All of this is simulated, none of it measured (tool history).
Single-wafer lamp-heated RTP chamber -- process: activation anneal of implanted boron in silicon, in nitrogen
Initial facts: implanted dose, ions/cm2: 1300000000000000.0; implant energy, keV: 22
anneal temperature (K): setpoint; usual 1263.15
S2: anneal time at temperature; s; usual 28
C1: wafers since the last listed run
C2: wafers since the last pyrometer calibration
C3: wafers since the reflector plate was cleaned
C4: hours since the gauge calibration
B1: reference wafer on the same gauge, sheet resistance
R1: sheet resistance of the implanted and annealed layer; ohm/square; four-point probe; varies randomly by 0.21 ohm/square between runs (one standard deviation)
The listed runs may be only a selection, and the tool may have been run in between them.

{"run": 1, "hour": 0.0, "anneal temperature (K)": 1263.15, "S2": 28, "C1": 0, "C2": 3729, "C3": 1623, "C4": 404.4, "B1": 113.57, "R1": 99.6}
{"hour": 27.3, "done": "gauge calibrated"}
{"run": 2, "hour": 32.3, "anneal temperature (K)": 1263.15, "S2": 28, "C1": 444, "C2": 4173, "C3": 2068, "C4": 5, "B1": 111.84, "R1": 98.35}
{"run": 3, "hour": 51.5, "anneal temperature (K)": 1263.15, "S2": 28, "C1": 264, "C2": 4438, "C3": 2332, "C4": 24.2, "B1": 111.99, "R1": 98.88}
{"run": 4, "hour": 81.0, "anneal temperature (K)": 1239.15, "S2": 28, "C1": 406, "C2": 4844, "C3": 2739, "C4": 53.7, "B1": 112.04, "R1": 113.19}
{"hour": 118.3, "done": "pyrometer window cleaned and pyrometer calibrated"}
{"run": 5, "hour": 177.0, "anneal temperature (K)": 1239.15, "S2": 28, "C1": 1212, "C2": 808, "C3": 3951, "C4": 149.7, "B1": 112.43, "R1": 113.35}
{"run": 6, "hour": 200.1, "anneal temperature (K)": 1239.15, "S2": 28, "C1": 318, "C2": 1126, "C3": 4269, "C4": 172.8, "B1": 112.76, "R1": 114.17}
{"run": 7, "hour": 232.8, "anneal temperature (K)": 1263.15, "S2": 24, "C1": 450, "C2": 1577, "C3": 4720, "C4": 205.5, "B1": 112.76, "R1": 99.34}
{"run": 8, "hour": 265.6, "anneal temperature (K)": 1263.15, "S2": 24, "C1": 451, "C2": 2028, "C3": 5172, "C4": 238.3, "B1": 113.02, "R1": 99.87}
{"run": 9, "hour": 286.2, "anneal temperature (K)": 1263.15, "S2": 28, "C1": 283, "C2": 2312, "C3": 5455, "C4": 258.9, "B1": 113.1, "R1": 99.61}
{"run": 10, "hour": 313.2, "anneal temperature (K)": 1263.15, "S2": 28, "C1": 371, "C2": 2684, "C3": 5827, "C4": 285.9, "B1": 113.09, "R1": 99.83}
{"run": 11, "hour": 342.9, "anneal temperature (K)": 1263.15, "S2": 28, "C1": 409, "C2": 3093, "C3": 6236, "C4": 315.6, "B1": 113.27, "R1": 99.72}
{"run": 12, "hour": 358.1, "anneal temperature (K)": 1263.15, "S2": 28, "C1": 209, "C2": 3303, "C3": 6446, "C4": 330.8, "B1": 113.29, "R1": 100.14}
{"hour": 369.0, "done": "reflector plate cleaned"}
{"run": 13, "hour": 377.4, "anneal temperature (K)": 1263.15, "S2": 28, "C1": 155, "C2": 3458, "C3": 115, "C4": 350.1, "B1": 113.53, "R1": 100.01}
{"run": 14, "hour": 401.8, "anneal temperature (K)": 1263.15, "S2": 28, "C1": 336, "C2": 3794, "C3": 451, "C4": 374.5, "B1": 113.65, "R1": 100.13}
{"hour": 414.0, "done": "gauge calibrated"}
{"run": 15, "hour": 432.3, "anneal temperature (K)": 1263.15, "S2": 33, "C1": 420, "C2": 4215, "C3": 872, "C4": 18.3, "B1": 111.83, "R1": 97.77}
{"run": 16, "hour": 459.3, "anneal temperature (K)": 1236.15, "S2": 35, "C1": 371, "C2": 4587, "C3": 1244, "C4": 45.3, "B1": 111.9, "R1": 113.46}
{"hour": 491.7, "done": "pyrometer window cleaned and pyrometer calibrated"}
{"run": 17, "hour": 494.1, "anneal temperature (K)": 1263.15, "S2": 28, "C1": 369, "C2": 32, "C3": 1613, "C4": 80.1, "B1": 112.15, "R1": 98.76}
{"run": 18, "hour": 518.6, "anneal temperature (K)": 1288.15, "S2": 28, "C1": 337, "C2": 370, "C3": 1950, "C4": 104.6, "B1": 112.29, "R1": 92.82}
{"run": 19, "hour": 553.2, "anneal temperature (K)": 1292.15, "S2": 14, "C1": 476, "C2": 846, "C3": 2427, "C4": 139.2, "B1": 112.39, "R1": 93.63}
{"run": 20, "hour": 572.4, "anneal temperature (K)": 1243.15, "S2": 28, "C1": 264, "C2": 1111, "C3": 2691, "C4": 158.4, "B1": 112.49, "R1": 110.13}
{"run": 21, "hour": 661.7, "anneal temperature (K)": 1263.15, "S2": 16, "C1": 1230, "C2": 2341, "C3": 3922, "C4": 247.7, "B1": 112.94, "R1": 102}
{"run": 22, "hour": 684.2, "anneal temperature (K)": 1255.15, "S2": 28, "C1": 309, "C2": 2651, "C3": 4231, "C4": 270.2, "B1": 113.03, "R1": 103.37}
{"run": 23, "hour": 707.5, "anneal temperature (K)": 1263.15, "S2": 28, "C1": 320, "C2": 2972, "C3": 4552, "C4": 293.5, "B1": 113.01, "R1": 99.65}
{"run": 24, "hour": 739.5, "anneal temperature (K)": 1263.15, "S2": 28, "C1": 440, "C2": 3413, "C3": 4993, "C4": 325.5, "B1": 113.25, "R1": 99.76}
{"run": 25, "hour": 768.4, "anneal temperature (K)": 1263.15, "S2": 28, "C1": 398, "C2": 3811, "C3": 5391, "C4": 354.4, "B1": 113.32, "R1": 99.81}
{"run": 26, "hour": 786.4, "anneal temperature (K)": 1236.15, "S2": 28, "C1": 247, "C2": 4059, "C3": 5639, "C4": 372.4, "B1": 113.49, "R1": 117.69}

Below, each run's measurement less what the same run would have read without the hidden state. Both values contain the same run-to-run variation, but the gauge's scatter may not be the same in both:
Hidden state at play: true wafer temperature minus pyrometer reading, K; wafer temperature error from the tarnished reflector plate, K; gauge reads high (%).
run=1 R1=+1.53
run=2 R1=+0.07
run=3 R1=+0.14
run=4 R1=+0.29
run=5 R1=+0.72
run=6 R1=+0.83
run=7 R1=+0.85
run=8 R1=+0.99
run=9 R1=+1.06
run=10 R1=+1.17
run=11 R1=+1.28
run=12 R1=+1.35
run=13 R1=+1.43
run=14 R1=+1.52
run=15 R1=+0.07
run=16 R1=+0.2
run=17 R1=+0.3
run=18 R1=+0.37
run=19 R1=+0.51
run=20 R1=+0.68
run=21 R1=+0.99
run=22 R1=+1.09
run=23 R1=+1.15
run=24 R1=+1.28
run=25 R1=+1.39
run=26 R1=+1.72
